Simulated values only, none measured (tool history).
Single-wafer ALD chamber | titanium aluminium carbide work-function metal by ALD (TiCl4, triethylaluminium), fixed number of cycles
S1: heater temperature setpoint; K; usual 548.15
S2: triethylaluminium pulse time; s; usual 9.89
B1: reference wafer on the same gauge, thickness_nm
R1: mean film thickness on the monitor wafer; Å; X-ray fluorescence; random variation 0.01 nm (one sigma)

| run | hour | S1 | S2 | B1 | R1 |
|---|---|---|---|---|---|
| 1 | 0 | 556.15 | 9.89 | 2.032 | 18.95 |
| 2 | 67.5 | 556.15 | 9.89 | 2.03 | 19.28 |
| 3 | 117.4 | 556.15 | 9.89 | 2.03 | 18.97 |
| 4 | 146.5 | 557.15 | 9.89 | 2.027 | 18.93 |
| 5 | 206.1 | 548.15 | 9.89 | 2.027 | 18.18 |
| 6 | 275 | 548.15 | 9.89 | 2.032 | 18.13 |
| 7 | 329 | 548.15 | 9.89 | 2.031 | 18.14 |
| 8 | 384.1 | 548.15 | 9.89 | 2.026 | 18.08 |
|  | 442.2 | showerhead replaced |
| 9 | 450.2 | 548.15 | 9.89 | 2.026 | 18.02 |
| 10 | 486.8 | 548.15 | 9.89 | 2.028 | 17.96 |
| 11 | 540.3 | 548.15 | 9.89 | 2.032 | 18.07 |
|  | 553.1 | thermocouple changed; heater temperature recalibrated |
| 12 | 573.9 | 548.15 | 9.89 | 2.028 | 17.95 |
| 13 | 618.8 | 540.15 | 9.89 | 2.029 | 17.07 |
| 14 | 678 | 537.15 | 11.89 | 2.028 | 17.51 |
|  | 687.2 | triethylaluminium bottle replaced |
| 15 | 735.3 | 558.15 | 12.14 | 2.029 | 20.36 |
| 16 | 773.9 | 556.15 | 13.13 | 2.029 | 19.82 |
| 17 | 810.9 | 560.15 | 12 | 2.035 | 20.29 |
| 18 | 848.3 | 548.15 | 12.82 | 2.031 | 19.26 |
|  | 882.6 | gauge calibrated |
| 19 | 905.7 | 557.15 | 12.15 | 2.03 | 19.99 |
| 20 | 935.8 | 548.15 | 9.89 | 2.03 | 18.51 |
| 21 | 1003.4 | 560.15 | 9.89 | 2.031 | 19.58 |
| 22 | 1064.3 | 556.15 | 9.89 | 2.028 | 19.21 |
| 23 | 1096 | 555.15 | 11.48 | 2.03 | 19.43 |
| 24 | 1168 | 548.15 | 9.89 | 2.031 | 18.38 |

Forecast each of these 5 alternatives for the next run:
| A | 1168.4 | 558.15 | 9.89 | ? | ? |
| B | 1168.4 | 554.15 | 8.26 | ? | ? |
| C | 1168.4 | 548.15 | 13.66 | ? | ? |
| D | 1168.4 | 537.15 | 9.89 | ? | ? |
| E | 1168.4 | 557.15 | 11.42 | ? | ? |

| run | B1 | R1 |
|---|---|---|
| A | 2.028 | 19.36 |
| B | 2.028 | 17.93 |
| C | 2.028 | 19.11 |
| D | 2.028 | 17.27 |
| E | 2.028 | 19.74 |
Without the tool's hidden state the same runs would have given:
| run | R1 |
|---|---|
| A | 19.66 |
| B | 18.42 |
| C | 19.19 |
| D | 17.54 |
| E | 19.92 |
